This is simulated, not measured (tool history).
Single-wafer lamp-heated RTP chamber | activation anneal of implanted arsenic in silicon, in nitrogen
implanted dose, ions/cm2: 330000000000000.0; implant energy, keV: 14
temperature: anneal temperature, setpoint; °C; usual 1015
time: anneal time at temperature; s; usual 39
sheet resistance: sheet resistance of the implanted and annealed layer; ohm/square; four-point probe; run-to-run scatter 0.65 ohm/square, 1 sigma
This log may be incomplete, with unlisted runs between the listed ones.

run,day,temperature,time,wafers since the last listed run,wafers since the last pyrometer calibration,wafers since the reflector plate was cleaned,hours since the gauge calibration,"read-back reference wafer on the same gauge, sheet resistance",sheet resistance
1,0,1001,39,0,3777,5096,1987.9,309.9,313.29
2,2.167,1001,39,458,4236,5554,2039.9,310.11,313.01
3,4.375,1015,39,467,4703,6022,2092.9,309.97,310.03
# day 6.05: reflector plate cleaned
4,8.692,1015,39,843,5546,558,2196.5,309.95,308.46
5,10.842,1015,39,455,6001,1013,2248.1,310.07,307.74
# day 12.067: gauge calibrated
# day 13.196: pyrometer window cleaned and pyrometer calibrated
6,13.233,1015,39,435,8,1449,28,310.07,310.46
7,16.775,997,39,749,757,2199,113,310.04,315.36
8,19.704,1037,27,619,1377,2819,183.3,310.01,307.16
9,31.7,1037,27,2538,3916,5357,471.2,310.06,305.96
10,34.554,1015,39,604,4520,5962,539.7,309.98,308.79
11,37.1,1015,39,538,5059,6500,600.8,309.95,309.38
12,39.075,1015,39,417,5477,6918,648.2,309.95,307.84
13,40.767,1029,22,358,5835,7276,688.8,309.99,311.87
# day 43.096: reflector plate cleaned
14,45.1,1040,30,846,6682,423,792.8,309.99,302.64
15,48.667,1015,49,754,7436,1178,878.4,309.89,304.95
# day 50.15: pyrometer window cleaned and pyrometer calibrated
16,53.067,1015,39,860,616,2039,984,309.99,312.26
17,54.638,1007,23,332,949,2371,1021.7,309.9,317.47
18,58.754,995,17,871,1820,3243,1120.5,310.05,321.59
19,62.1,1037,27,708,2528,3951,1200.8,309.85,306.6
20,64.65,989,26,539,3068,4490,1262,309.99,319.21
21,68.342,1038,46,781,3849,5272,1350.6,309.92,300.16
# day 76.104: reflector plate cleaned
22,81.696,1038,57,2755,6605,1183,1671.1,310.01,295.89
# day 85.179: pyrometer window cleaned and pyrometer calibrated
23,85.575,1015,39,750,83,1933,1764.2,310,310.32
24,88.988,995,17,722,806,2656,1846.1,310.08,321.81
25,90.775,1033,22,378,1184,3034,1889,310.12,311.32
26,92.538,1015,39,373,1557,3407,1931.3,309.98,310.28
27,96.8,1003,56,902,2459,4309,2033.6,310.02,308.45
28,100.504,1015,39,783,3243,5093,2122.5,309.97,308.39
29,102.762,1023,25,477,3721,5571,2176.7,309.91,312.03
30,105.271,1043,19,530,4252,6102,2236.9,309.99,309.45
# day 107.225: reflector plate cleaned
31,108.288,1026,29,567,4820,224,2309.3,310.05,308.59
32,110.562,1015,29,481,5301,706,2363.9,310.05,311.47
# day 112.058: gauge calibrated
33,114.675,1025,39,870,6172,1576,62.8,309.97,305.37
34,118.512,1028,33,812,6984,2388,154.9,310.15,306.11
# day 121.242: pyrometer window cleaned and pyrometer calibrated
35,122.508,1035,39,775,268,3163,250.8,310,307.29
36,125.575,1015,39,649,917,3813,324.4,309.96,312.02

Predict each of these 4 candidate next runs independently; none follows another, all start after run 36:
A,125.592,1015,39,3,920,3816,324.8,?,?
B,125.592,1006,39,3,920,3816,324.8,?,?
C,125.592,989,62,3,920,3816,324.8,?,?
D,125.592,1001,20,3,920,3816,324.8,?,?

run,"read-back reference wafer on the same gauge, sheet resistance",sheet resistance
A,310.02,309.85
B,310.02,312.05
C,310.02,311.47
D,310.02,318.41
Without the tool's hidden state the same runs would have given:
run,sheet resistance
A,310.27
B,312.43
C,311.86
D,318.66

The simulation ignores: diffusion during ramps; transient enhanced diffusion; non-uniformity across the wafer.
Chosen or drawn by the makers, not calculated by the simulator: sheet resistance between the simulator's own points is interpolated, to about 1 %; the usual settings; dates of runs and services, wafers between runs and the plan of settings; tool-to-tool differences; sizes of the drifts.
